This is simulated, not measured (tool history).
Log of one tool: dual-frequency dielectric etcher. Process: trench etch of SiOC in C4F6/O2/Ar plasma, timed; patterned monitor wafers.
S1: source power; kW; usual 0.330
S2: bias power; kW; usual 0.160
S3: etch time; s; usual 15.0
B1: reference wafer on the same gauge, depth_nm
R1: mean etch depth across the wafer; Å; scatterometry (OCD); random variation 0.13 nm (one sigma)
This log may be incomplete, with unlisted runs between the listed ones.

run 1 hour=0.0 | S1=0.330 S2=0.160 S3=15.0 | B1=24.62 | R1=299.1
run 2 hour=99.5 | S1=0.330 S2=0.160 S3=15.0 | B1=24.60 | R1=301.6
run 3 hour=196.4 | S1=0.330 S2=0.160 S3=15.0 | B1=24.59 | R1=297.8
-- hour=256.3 wet clean of the chamber
run 4 hour=262.0 | S1=0.330 S2=0.160 S3=12.5 | B1=24.58 | R1=249.3
run 5 hour=300.2 | S1=0.330 S2=0.160 S3=15.0 | B1=24.56 | R1=299.2
run 6 hour=369.9 | S1=0.330 S2=0.160 S3=15.0 | B1=24.62 | R1=299.2
run 7 hour=410.3 | S1=0.270 S2=0.160 S3=15.0 | B1=24.59 | R1=272.1
run 8 hour=482.6 | S1=0.330 S2=0.160 S3=15.0 | B1=24.60 | R1=299.4
run 9 hour=538.8 | S1=0.310 S2=0.160 S3=15.0 | B1=24.61 | R1=290.9
run 10 hour=600.5 | S1=0.330 S2=0.160 S3=15.0 | B1=24.60 | R1=299.7
run 11 hour=667.8 | S1=0.290 S2=0.160 S3=15.0 | B1=24.59 | R1=281.3
-- hour=752.3 wet clean of the chamber
run 12 hour=758.2 | S1=0.290 S2=0.160 S3=15.0 | B1=24.57 | R1=281.0
-- hour=844.0 bias power generator calibrated
run 13 hour=844.5 | S1=0.330 S2=0.160 S3=13.5 | B1=24.62 | R1=268.3
-- hour=868.3 gauge calibrated
run 14 hour=1137.0 | S1=0.330 S2=0.160 S3=13.5 | B1=24.60 | R1=269.0
-- hour=1166.6 wet clean of the chamber
run 15 hour=1207.8 | S1=0.310 S2=0.160 S3=15.0 | B1=24.61 | R1=292.4
run 16 hour=1315.3 | S1=0.410 S2=0.160 S3=17.0 | B1=24.58 | R1=372.4
run 17 hour=1377.3 | S1=0.400 S2=0.195 S3=16.5 | B1=24.60 | R1=385.3
run 18 hour=1446.3 | S1=0.330 S2=0.160 S3=15.0 | B1=24.59 | R1=299.2
run 19 hour=1506.0 | S1=0.270 S2=0.160 S3=15.0 | B1=24.59 | R1=273.8
-- hour=1560.5 wet clean of the chamber
run 20 hour=1580.3 | S1=0.370 S2=0.139 S3=18.5 | B1=24.58 | R1=372.6
-- hour=1605.4 upper electrode replaced
run 21 hour=1658.7 | S1=0.400 S2=0.160 S3=12.0 | B1=24.59 | R1=261.3
-- hour=1707.7 source power generator calibrated
run 22 hour=1741.1 | S1=0.290 S2=0.143 S3=11.5 | B1=24.58 | R1=208.3
run 23 hour=1794.9 | S1=0.380 S2=0.160 S3=19.0 | B1=24.61 | R1=404.4
run 24 hour=1851.8 | S1=0.330 S2=0.160 S3=15.0 | B1=24.62 | R1=299.9
run 25 hour=1905.3 | S1=0.330 S2=0.142 S3=11.5 | B1=24.60 | R1=219.8
run 26 hour=1973.7 | S1=0.300 S2=0.160 S3=17.0 | B1=24.59 | R1=324.3
-- hour=2024.2 wet clean of the chamber
-- hour=2066.9 gauge calibrated
run 27 hour=2075.2 | S1=0.400 S2=0.178 S3=17.0 | B1=24.59 | R1=381.9
run 28 hour=2142.2 | S1=0.310 S2=0.177 S3=18.0 | B1=24.60 | R1=362.3
run 29 hour=2183.9 | S1=0.310 S2=0.175 S3=19.0 | B1=24.61 | R1=380.8

Predict each of these 5 candidate next runs independently; none follows another, all start after run 29:
run A hour=2184.3 | S1=0.330 S2=0.160 S3=15.0 | B1=? | R1=?
run B hour=2184.3 | S1=0.400 S2=0.177 S3=13.0 | B1=? | R1=?
run C hour=2184.3 | S1=0.280 S2=0.160 S3=15.0 | B1=? | R1=?
run D hour=2184.3 | S1=0.300 S2=0.121 S3=13.5 | B1=? | R1=?
run E hour=2184.3 | S1=0.380 S2=0.121 S3=15.0 | B1=? | R1=?

run=A B1=24.63 R1=300.2
run=B B1=24.63 R1=293.3
run=C B1=24.63 R1=278.6
run=D B1=24.63 R1=235.7
run=E B1=24.63 R1=291.9
Without the tool's unlogged condition, the same runs would have read:
run=A R1=300.2
run=B R1=293.3
run=C R1=278.6
run=D R1=235.7
run=E R1=291.9

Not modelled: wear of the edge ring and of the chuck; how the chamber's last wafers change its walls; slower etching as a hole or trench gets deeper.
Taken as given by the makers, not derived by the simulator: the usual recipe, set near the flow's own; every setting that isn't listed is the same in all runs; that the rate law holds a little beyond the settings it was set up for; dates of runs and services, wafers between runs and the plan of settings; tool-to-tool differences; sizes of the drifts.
